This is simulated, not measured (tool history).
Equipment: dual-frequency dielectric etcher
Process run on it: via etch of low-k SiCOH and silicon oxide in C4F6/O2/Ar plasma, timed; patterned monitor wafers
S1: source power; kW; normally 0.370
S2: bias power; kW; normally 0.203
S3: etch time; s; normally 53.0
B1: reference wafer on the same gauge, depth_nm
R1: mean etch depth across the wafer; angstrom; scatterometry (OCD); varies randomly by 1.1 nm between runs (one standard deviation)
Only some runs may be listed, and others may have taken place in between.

run 1 day=0.000 | S1=0.370 S2=0.203 S3=53.0 | B1=151.6 | R1=1618
run 2 day=0.967 | S1=0.370 S2=0.203 S3=53.0 | B1=152.1 | R1=1621
run 3 day=2.817 | S1=0.420 S2=0.203 S3=53.0 | B1=151.9 | R1=1661
run 4 day=6.067 | S1=0.420 S2=0.203 S3=53.0 | B1=151.8 | R1=1713
run 5 day=10.333 | S1=0.370 S2=0.203 S3=59.5 | B1=151.9 | R1=1862
run 6 day=12.471 | S1=0.320 S2=0.203 S3=53.0 | B1=151.8 | R1=1531
run 7 day=14.621 | S1=0.370 S2=0.203 S3=53.0 | B1=151.8 | R1=1635
run 8 day=16.846 | S1=0.370 S2=0.203 S3=53.0 | B1=151.7 | R1=1658
run 9 day=20.004 | S1=0.300 S2=0.203 S3=53.0 | B1=152.1 | R1=1532
run 10 day=22.379 | S1=0.370 S2=0.203 S3=53.0 | B1=151.9 | R1=1672
run 11 day=24.392 | S1=0.370 S2=0.203 S3=47.5 | B1=151.7 | R1=1498
-- day=26.200 wet clean of the chamber
-- day=26.821 bias power generator calibrated
run 12 day=31.067 | S1=0.430 S2=0.162 S3=57.5 | B1=151.7 | R1=1685
run 13 day=34.362 | S1=0.430 S2=0.162 S3=57.5 | B1=152.1 | R1=1711
run 14 day=37.592 | S1=0.460 S2=0.203 S3=65.0 | B1=152.0 | R1=2182
-- day=39.567 gauge calibrated
run 15 day=40.125 | S1=0.400 S2=0.241 S3=60.0 | B1=151.8 | R1=2047
run 16 day=41.733 | S1=0.370 S2=0.180 S3=53.0 | B1=152.0 | R1=1560
run 17 day=45.658 | S1=0.410 S2=0.160 S3=53.0 | B1=151.8 | R1=1558
run 18 day=48.821 | S1=0.290 S2=0.182 S3=39.0 | B1=151.5 | R1=1071
run 19 day=51.942 | S1=0.370 S2=0.203 S3=53.0 | B1=151.9 | R1=1678
run 20 day=54.225 | S1=0.420 S2=0.223 S3=39.5 | B1=151.7 | R1=1363
-- day=56.217 wet clean of the chamber
run 21 day=56.846 | S1=0.290 S2=0.158 S3=46.0 | B1=151.8 | R1=1168
run 22 day=59.171 | S1=0.370 S2=0.203 S3=53.0 | B1=152.0 | R1=1632
-- day=64.525 source power generator calibrated
-- day=66.438 upper electrode replaced
run 23 day=69.996 | S1=0.430 S2=0.232 S3=42.0 | B1=152.3 | R1=1473
run 24 day=81.717 | S1=0.410 S2=0.244 S3=38.5 | B1=152.0 | R1=1362
-- day=83.604 wet clean of the chamber
run 25 day=85.583 | S1=0.430 S2=0.184 S3=53.0 | B1=151.5 | R1=1637
run 26 day=90.017 | S1=0.370 S2=0.243 S3=40.5 | B1=152.0 | R1=1347
run 27 day=92.679 | S1=0.420 S2=0.203 S3=53.0 | B1=152.2 | R1=1716
run 28 day=96.142 | S1=0.370 S2=0.226 S3=53.0 | B1=151.9 | R1=1715

Branching from run 28: 5 alternative next runs. What would each branch give?
run A day=96.158 | S1=0.370 S2=0.203 S3=53.0 | B1=? | R1=?
run B day=96.158 | S1=0.370 S2=0.203 S3=39.0 | B1=? | R1=?
run C day=96.158 | S1=0.410 S2=0.239 S3=42.0 | B1=? | R1=?
run D day=96.158 | S1=0.340 S2=0.228 S3=46.0 | B1=? | R1=?
run E day=96.158 | S1=0.450 S2=0.184 S3=53.0 | B1=? | R1=?

run=A B1=152.1 R1=1660
run=B B1=152.1 R1=1221
run=C B1=152.1 R1=1455
run=D B1=152.1 R1=1462
run=E B1=152.1 R1=1718
Had the tool no hidden state, the same runs would have come out as:
run=A R1=1611
run=B R1=1186
run=C R1=1413
run=D R1=1419
run=E R1=1668

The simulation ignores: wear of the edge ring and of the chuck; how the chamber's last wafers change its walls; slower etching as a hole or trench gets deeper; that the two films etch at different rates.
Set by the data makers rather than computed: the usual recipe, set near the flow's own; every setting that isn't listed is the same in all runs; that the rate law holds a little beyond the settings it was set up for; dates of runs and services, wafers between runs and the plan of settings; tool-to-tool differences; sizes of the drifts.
